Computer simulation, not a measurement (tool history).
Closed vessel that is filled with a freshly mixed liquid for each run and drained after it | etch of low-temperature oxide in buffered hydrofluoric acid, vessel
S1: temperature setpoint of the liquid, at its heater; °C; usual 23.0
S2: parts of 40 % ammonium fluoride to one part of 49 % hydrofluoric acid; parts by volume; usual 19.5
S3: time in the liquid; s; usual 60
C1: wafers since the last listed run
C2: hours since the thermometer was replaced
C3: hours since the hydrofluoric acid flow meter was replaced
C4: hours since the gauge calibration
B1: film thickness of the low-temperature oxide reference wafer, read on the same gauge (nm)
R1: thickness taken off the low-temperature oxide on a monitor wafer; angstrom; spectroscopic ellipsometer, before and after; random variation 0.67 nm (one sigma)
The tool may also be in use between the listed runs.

| run | day | S1 | S2 | S3 | C1 | C2 | C3 | C4 | B1 | R1 |
|---|---|---|---|---|---|---|---|---|---|---|
| 1 | 0.000 | 23.0 | 19.5 | 80 | 0 | 339.3 | 422.2 | 649.4 | 130.03 | 1307.9 |
| 2 | 3.279 | 23.0 | 19.5 | 80 | 6046 | 418.0 | 500.9 | 728.1 | 130.01 | 1317.4 |
| 3 | 6.083 | 23.0 | 19.5 | 60 | 5170 | 485.3 | 568.2 | 795.4 | 129.99 | 982.8 |
| 4 | 8.967 | 23.0 | 19.5 | 60 | 5316 | 554.5 | 637.4 | 864.6 | 130.00 | 983.2 |
| 5 | 13.162 | 23.0 | 19.5 | 60 | 7736 | 655.2 | 738.1 | 965.3 | 129.99 | 1002.7 |
|  | 14.783 | gauge calibrated |
| 6 | 17.092 | 23.0 | 19.5 | 85 | 7244 | 749.5 | 832.4 | 55.4 | 130.01 | 1408.0 |
|  | 18.962 | hydrofluoric acid flow meter replaced |
| 7 | 20.925 | 23.0 | 13.5 | 40 | 6991 | 841.5 | 47.1 | 147.4 | 130.04 | 964.3 |
| 8 | 25.025 | 21.0 | 12.0 | 30 | 7559 | 939.9 | 145.5 | 245.8 | 129.95 | 725.1 |
| 9 | 28.938 | 23.0 | 23.5 | 40 | 7213 | 1033.8 | 239.4 | 339.7 | 130.00 | 583.4 |
| 10 | 30.508 | 23.0 | 23.5 | 40 | 2896 | 1071.5 | 277.1 | 377.4 | 129.97 | 589.2 |
| 11 | 33.033 | 20.5 | 27.5 | 30 | 4655 | 1132.1 | 337.7 | 438.0 | 129.97 | 347.6 |
|  | 33.400 | thermometer replaced |
| 12 | 34.642 | 23.0 | 19.5 | 60 | 2888 | 29.8 | 376.3 | 476.6 | 130.03 | 971.8 |
| 13 | 38.700 | 26.0 | 16.0 | 60 | 7482 | 127.2 | 473.7 | 574.0 | 130.02 | 1383.0 |
| 14 | 40.642 | 21.0 | 19.5 | 60 | 3580 | 173.8 | 520.3 | 620.6 | 130.01 | 872.3 |
| 15 | 42.212 | 23.0 | 13.5 | 40 | 2896 | 211.5 | 558.0 | 658.3 | 130.04 | 930.2 |

Some steps in R1 between neighbouring runs. How much of each would the tool show without its hidden state too (settings, what came in, random variation), and how much is left for the hidden state, with any gauge scatter that isn't in both results?
The hidden state here: liquid hotter than its thermometer reads (K); hydrofluoric acid flow above the setpoint (%); gauge reads high (%).
Run 5 -> 6: S3 60 -> 85, gauge calibrated. R1 +405.3 angstrom: hidden state +21.2, all else +384.1.
Run 11 -> 12: S1 20.5 -> 23.0, S2 27.5 -> 19.5, S3 30 -> 60, thermometer replaced. R1 +624.2 angstrom: hidden state -13.0, all else +637.2.
